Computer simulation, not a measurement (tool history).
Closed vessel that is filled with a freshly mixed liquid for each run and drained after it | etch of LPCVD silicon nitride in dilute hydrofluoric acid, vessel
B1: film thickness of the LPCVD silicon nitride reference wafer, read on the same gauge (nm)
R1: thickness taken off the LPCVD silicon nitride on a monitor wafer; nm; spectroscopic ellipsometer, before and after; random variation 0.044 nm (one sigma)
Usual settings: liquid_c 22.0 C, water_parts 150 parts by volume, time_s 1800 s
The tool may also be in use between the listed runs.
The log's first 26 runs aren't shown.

Run 27, hour 404.9: usual settings but liquid_c 23.5 C; B1 30.01. Result: R1 5.99 nm.
Run 28, hour 437.3: usual settings; B1 30.01. Result: R1 5.46 nm.
Run 29, hour 450.6: usual settings but liquid_c 23.5 C, water_parts 115 parts by volume; B1 30.00. Result: R1 7.74 nm.
Run 30, hour 460.2: usual settings; B1 29.99. Result: R1 5.47 nm.
Run 31, hour 469.0: usual settings; B1 30.01. Result: R1 5.46 nm.
Run 32, hour 485.3: usual settings; B1 29.99. Result: R1 5.52 nm.
Run 33, hour 494.3: usual settings but liquid_c 19.0 C, water_parts 90 parts by volume, time_s 1015 s; B1 30.00. Result: R1 4.12 nm.
Run 34, hour 509.0: usual settings but liquid_c 20.5 C, water_parts 210 parts by volume, time_s 2660 s; B1 30.00. Result: R1 5.25 nm.

3 ways to go on from here, each from the tool as it stands after run 34. What would each give?
Run A, hour 510.1: usual settings; B1 ?. Result: R1 ?.
Run B, hour 510.1: usual settings but liquid_c 17.5 C, water_parts 125 parts by volume; B1 ?. Result: R1 ?.
Run C, hour 510.1: usual settings but liquid_c 20.0 C, water_parts 220 parts by volume, time_s 2720 s; B1 ?. Result: R1 ?.

run     B1    R1
  A  30.02  5.40
  B  30.02  4.76
  C  30.02  4.92
Without the tool's hidden state the same runs would have given:
run    R1
  A  5.40
  B  4.76
  C  4.92

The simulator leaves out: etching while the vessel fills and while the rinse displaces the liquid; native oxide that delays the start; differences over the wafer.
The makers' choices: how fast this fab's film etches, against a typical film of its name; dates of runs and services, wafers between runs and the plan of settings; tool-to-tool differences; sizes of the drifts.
